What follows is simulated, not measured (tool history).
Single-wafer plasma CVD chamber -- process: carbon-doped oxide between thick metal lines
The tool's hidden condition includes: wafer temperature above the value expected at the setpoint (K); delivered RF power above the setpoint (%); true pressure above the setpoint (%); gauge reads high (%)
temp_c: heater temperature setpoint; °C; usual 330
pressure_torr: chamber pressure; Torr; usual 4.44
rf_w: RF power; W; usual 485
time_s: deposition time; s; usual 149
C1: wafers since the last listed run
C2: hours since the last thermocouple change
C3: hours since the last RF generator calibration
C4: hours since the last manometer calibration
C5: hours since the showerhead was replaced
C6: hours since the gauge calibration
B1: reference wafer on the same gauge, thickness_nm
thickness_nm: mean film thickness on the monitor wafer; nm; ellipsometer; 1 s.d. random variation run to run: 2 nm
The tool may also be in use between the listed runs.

Run 1, hour 0: usual settings but pressure_torr 5.08 Torr; C1 0; C2 464; C3 1453.9; C4 1337.3; C5 3597.9; C6 736.8; B1 636.389. Result: thickness_nm 768.994 nm.
Run 2, hour 39.4: usual settings but time_s 130 s; C1 338; C2 503.4; C3 1493.3; C4 1376.7; C5 3637.3; C6 776.2; B1 636.648. Result: thickness_nm 649.648 nm.
Run 3, hour 96.2: usual settings; C1 487; C2 560.2; C3 1550.1; C4 1433.5; C5 3694.1; C6 833; B1 637.192. Result: thickness_nm 741.865 nm.
Run 4, hour 146.6: usual settings; C1 432; C2 610.6; C3 1600.5; C4 1483.9; C5 3744.5; C6 883.4; B1 637.093. Result: thickness_nm 741.552 nm.
Run 5, hour 173.2: usual settings but pressure_torr 4.79 Torr; C1 228; C2 637.2; C3 1627.1; C4 1510.5; C5 3771.1; C6 910; B1 637.106. Result: thickness_nm 756.29 nm.
Run 6, hour 208.3: usual settings but pressure_torr 4.79 Torr; C1 301; C2 672.3; C3 1662.2; C4 1545.6; C5 3806.2; C6 945.1; B1 636.392. Result: thickness_nm 755.537 nm.
Run 7, hour 272.4: usual settings but pressure_torr 4.79 Torr; C1 549; C2 736.4; C3 1726.3; C4 1609.7; C5 3870.3; C6 1009.2; B1 636.477. Result: thickness_nm 752.327 nm.
At hour 302.2: RF generator calibrated.
At hour 328.7: gauge calibrated.
Run 8, hour 338.4: usual settings but pressure_torr 4.86 Torr, rf_w 460 W; C1 497; C2 802.4; C3 36.2; C4 1675.7; C5 3936.3; C6 9.7; B1 637.678. Result: thickness_nm 747.161 nm.
At hour 358.5: showerhead replaced.
Run 9, hour 391.4: usual settings but pressure_torr 4.86 Torr, rf_w 460 W; C1 386; C2 855.4; C3 89.2; C4 1728.7; C5 32.9; C6 62.7; B1 636.837. Result: thickness_nm 751.475 nm.
Run 10, hour 458.8: usual settings but temp_c 337 °C; C1 578; C2 922.8; C3 156.6; C4 1796.1; C5 100.3; C6 130.1; B1 636.93. Result: thickness_nm 735.182 nm.
Run 11, hour 501.9: usual settings; C1 369; C2 965.9; C3 199.7; C4 1839.2; C5 143.4; C6 173.2; B1 637.167. Result: thickness_nm 752.54 nm.
At hour 536.4: thermocouple changed; heater temperature recalibrated.
Run 12, hour 540.6: usual settings; C1 263; C2 4.2; C3 238.4; C4 1877.9; C5 182.1; C6 211.9; B1 637.351. Result: thickness_nm 751.661 nm.
At hour 560.3: capacitance manometer re-zeroed and calibrated.
Run 13, hour 594.7: usual settings but time_s 164 s; C1 395; C2 58.3; C3 292.5; C4 34.4; C5 236.2; C6 266; B1 636.419. Result: thickness_nm 828.149 nm.
Run 14, hour 627.8: usual settings but temp_c 337 °C, time_s 160 s; C1 283; C2 91.4; C3 325.6; C4 67.5; C5 269.3; C6 299.1; B1 636.65. Result: thickness_nm 788.494 nm.
Run 15, hour 668.2: usual settings; C1 346; C2 131.8; C3 366; C4 107.9; C5 309.7; C6 339.5; B1 637.525. Result: thickness_nm 750.489 nm.
Run 16, hour 713: usual settings but temp_c 340 °C, rf_w 520 W, time_s 138 s; C1 384; C2 176.6; C3 410.8; C4 152.7; C5 354.5; C6 384.3; B1 636.757. Result: thickness_nm 702.311 nm.
Run 17, hour 767.9: usual settings; C1 470; C2 231.5; C3 465.7; C4 207.6; C5 409.4; C6 439.2; B1 637.055. Result: thickness_nm 750.91 nm.
Run 18, hour 827.1: usual settings but rf_w 510 W, time_s 136 s; C1 507; C2 290.7; C3 524.9; C4 266.8; C5 468.6; C6 498.4; B1 637.243. Result: thickness_nm 707.397 nm.
Run 19, hour 893.5: usual settings but rf_w 535 W, time_s 175 s; C1 569; C2 357.1; C3 591.3; C4 333.2; C5 535; C6 564.8; B1 637.031. Result: thickness_nm 931.567 nm.
Run 20, hour 932.9: usual settings but rf_w 430 W, time_s 172 s; C1 338; C2 396.5; C3 630.7; C4 372.6; C5 574.4; C6 604.2; B1 637.334. Result: thickness_nm 804.895 nm.
Run 21, hour 1000.6: usual settings but temp_c 338 °C, rf_w 435 W; C1 580; C2 464.2; C3 698.4; C4 440.3; C5 642.1; C6 671.9; B1 636.97. Result: thickness_nm 684.265 nm.
Run 22, hour 1024.7: usual settings but temp_c 315 °C, rf_w 520 W; C1 206; C2 488.3; C3 722.5; C4 464.4; C5 666.2; C6 696; B1 637.214. Result: thickness_nm 827.402 nm.
Run 23, hour 1094.9: usual settings but pressure_torr 5.01 Torr; C1 602; C2 558.5; C3 792.7; C4 534.6; C5 736.4; C6 766.2; B1 637.059. Result: thickness_nm 775.671 nm.
Run 24, hour 1144.7: usual settings; C1 427; C2 608.3; C3 842.5; C4 584.4; C5 786.2; C6 816; B1 636.887. Result: thickness_nm 751.522 nm.
Run 25, hour 1200.8: usual settings but temp_c 317 °C, rf_w 580 W; C1 481; C2 664.4; C3 898.6; C4 640.5; C5 842.3; C6 872.1; B1 637.408. Result: thickness_nm 868.691 nm.
Run 26, hour 1259: usual settings but temp_c 320 °C, pressure_torr 4.78 Torr, rf_w 410 W, time_s 130 s; C1 499; C2 722.6; C3 956.8; C4 698.7; C5 900.5; C6 930.3; B1 637.37. Result: thickness_nm 626.053 nm.
Run 27, hour 1288.6: usual settings but temp_c 342 °C; C1 253; C2 752.2; C3 986.4; C4 728.3; C5 930.1; C6 959.9; B1 637.091. Result: thickness_nm 719.935 nm.

Here are 5 independent what-if runs from the current tool condition. What would each one return?
Run A, hour 1289: usual settings; C1 3; C2 752.6; C3 986.8; C4 728.7; C5 930.5; C6 960.3; B1 ?. Result: thickness_nm ?.
Run B, hour 1289: usual settings but temp_c 324 °C, rf_w 575 W, time_s 159 s; C1 3; C2 752.6; C3 986.8; C4 728.7; C5 930.5; C6 960.3; B1 ?. Result: thickness_nm ?.
Run C, hour 1289: usual settings but pressure_torr 4.81 Torr, rf_w 525 W, time_s 179 s; C1 3; C2 752.6; C3 986.8; C4 728.7; C5 930.5; C6 960.3; B1 ?. Result: thickness_nm ?.
Run D, hour 1289: usual settings but temp_c 339 °C, pressure_torr 4.97 Torr; C1 3; C2 752.6; C3 986.8; C4 728.7; C5 930.5; C6 960.3; B1 ?. Result: thickness_nm ?.
Run E, hour 1289: usual settings but temp_c 336 °C, rf_w 390 W; C1 3; C2 752.6; C3 986.8; C4 728.7; C5 930.5; C6 960.3; B1 ?. Result: thickness_nm ?.

run       B1  thickness_nm
  A  637.333       746.779
  B  637.333       894.591
  C  637.333       955.829
  D  637.333       745.109
  E  637.333       640.871
The same runs, with their run-to-run variation unchanged, on a tool lacking any hidden condition would have given:
run  thickness_nm
  A       751.668
  B       900.143
  C       961.952
  D       749.987
  E       645.743
